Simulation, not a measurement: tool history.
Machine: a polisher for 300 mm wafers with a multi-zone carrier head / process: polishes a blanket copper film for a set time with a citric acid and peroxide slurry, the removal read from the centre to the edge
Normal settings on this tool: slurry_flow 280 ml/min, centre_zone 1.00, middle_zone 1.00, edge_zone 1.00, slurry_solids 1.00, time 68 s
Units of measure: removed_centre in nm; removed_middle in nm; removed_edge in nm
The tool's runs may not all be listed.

run,day,slurry_flow,centre_zone,middle_zone,edge_zone,slurry_solids,time,wafers since the last listed run,wafers polished on this pad,hours since the slurry nozzle was cleaned,hours since the centre zone pressure was calibrated,hours since the edge zone pressure was calibrated,hours since the carrier head's membrane was replaced,"incoming thickness of the incoming film, nm",removed_centre,removed_middle,removed_edge
1,0.000,280,1.00,0.91,1.00,1.00,68,0,634,15.4,171.4,806.1,99.2,989.1,122.8,112.4,114.6
2,0.704,280,1.00,1.00,1.00,1.00,68,106,741,32.3,188.3,823.0,116.1,982.2,119.6,116.0,115.2
3,1.075,335,1.00,1.00,1.00,0.75,68,56,797,41.2,197.2,831.9,125.0,994.4,108.9,109.5,105.1
4,1.362,280,1.00,0.96,1.00,0.75,89,43,841,48.1,204.1,838.8,131.9,1000.0,143.1,137.1,135.4
# day 1.575: worn pad replaced by a new one
5,1.683,280,1.00,1.00,0.88,0.75,68,23,16,55.8,211.8,846.5,139.6,962.1,106.0,106.1,96.9
6,2.304,280,0.90,1.00,1.00,1.00,68,94,110,70.7,226.7,861.4,154.5,974.9,106.6,117.2,114.1
7,3.012,225,1.00,1.00,1.00,1.00,68,107,218,87.7,243.7,878.4,171.5,990.4,111.9,114.5,111.2
8,3.375,280,1.00,1.00,1.00,1.00,68,55,273,96.4,252.4,887.1,180.2,997.4,121.0,115.7,112.9
9,4.000,280,1.00,1.11,0.90,0.90,68,94,368,111.4,267.4,902.1,195.2,980.1,114.2,119.7,102.4
10,4.258,280,1.08,1.00,0.91,1.00,77,39,407,117.6,273.6,908.3,201.4,999.6,140.5,132.6,122.5
11,4.812,190,1.12,1.00,1.00,1.00,68,84,491,130.9,286.9,921.6,214.7,993.7,122.3,110.8,109.3
# day 5.479: edge zone pressure recalibrated
12,7.012,280,1.00,1.00,1.06,1.00,58,321,813,183.7,339.7,36.8,267.5,974.6,98.5,96.3,99.2
13,7.408,280,1.00,1.00,1.00,1.00,68,60,873,193.2,349.2,46.3,277.0,978.2,116.1,112.7,112.0
# day 7.629: worn pad replaced by a new one
# day 7.954: centre zone pressure recalibrated
14,9.271,280,1.00,0.95,0.92,1.00,68,244,236,237.9,31.6,91.0,321.7,976.5,113.5,109.5,109.5
15,9.575,320,1.00,1.00,0.95,0.80,51,46,282,245.2,38.9,98.3,329.0,968.8,82.4,80.6,77.1
16,10.042,200,1.00,1.00,1.00,1.00,68,70,353,256.4,50.1,109.5,340.2,980.2,107.4,105.8,107.7
17,10.475,240,1.00,0.95,0.91,1.00,47,65,419,266.8,60.5,119.9,350.6,965.0,76.9,74.6,73.5
18,10.771,235,1.00,1.00,1.00,0.80,68,44,464,273.9,67.6,127.0,357.7,982.5,103.1,101.9,102.2
19,11.275,280,1.00,1.00,1.00,1.00,68,76,540,286.0,79.7,139.1,369.8,976.9,115.2,114.3,112.5
20,11.675,280,1.00,1.00,1.00,1.00,68,60,601,295.6,89.3,148.7,379.4,967.3,115.1,114.6,111.6
# day 13.496: worn pad replaced by a new one
21,13.796,280,1.00,1.00,1.00,1.00,68,296,45,346.5,140.2,199.6,430.3,972.5,112.1,111.7,112.1
22,14.238,280,1.00,1.00,1.00,1.00,68,67,112,357.1,150.8,210.2,440.9,992.8,112.4,114.1,111.3

Per-run results on a tool with no hidden state, each run keeping its own random variation:
The tool's hidden condition here consists of: removal rate lost through wear of the pad, %; slurry flow missing at the pad, %; deviation of the centre zone's pressure from its setpoint, %; deviation of the edge zone's pressure from its setpoint, %.
run,removed_centre,removed_middle,removed_edge
1,124.0,113.4,115.4
2,121.3,117.4,116.3
3,110.4,110.9,106.0
4,145.6,139.3,137.0
5,108.0,107.9,98.2
6,109.0,119.6,115.9
7,115.4,117.8,113.5
8,124.4,118.6,115.1
9,117.7,123.0,104.5
10,145.0,136.5,125.2
11,128.2,115.5,112.7
12,102.9,100.1,102.2
13,121.4,117.3,115.4
14,119.4,114.6,113.3
15,86.3,84.0,79.6
16,115.2,112.6,112.8
17,81.8,78.9,76.6
18,109.9,107.9,106.6
19,121.9,120.2,116.8
20,121.9,120.7,116.0
21,119.3,118.1,116.9
22,119.8,120.8,116.1

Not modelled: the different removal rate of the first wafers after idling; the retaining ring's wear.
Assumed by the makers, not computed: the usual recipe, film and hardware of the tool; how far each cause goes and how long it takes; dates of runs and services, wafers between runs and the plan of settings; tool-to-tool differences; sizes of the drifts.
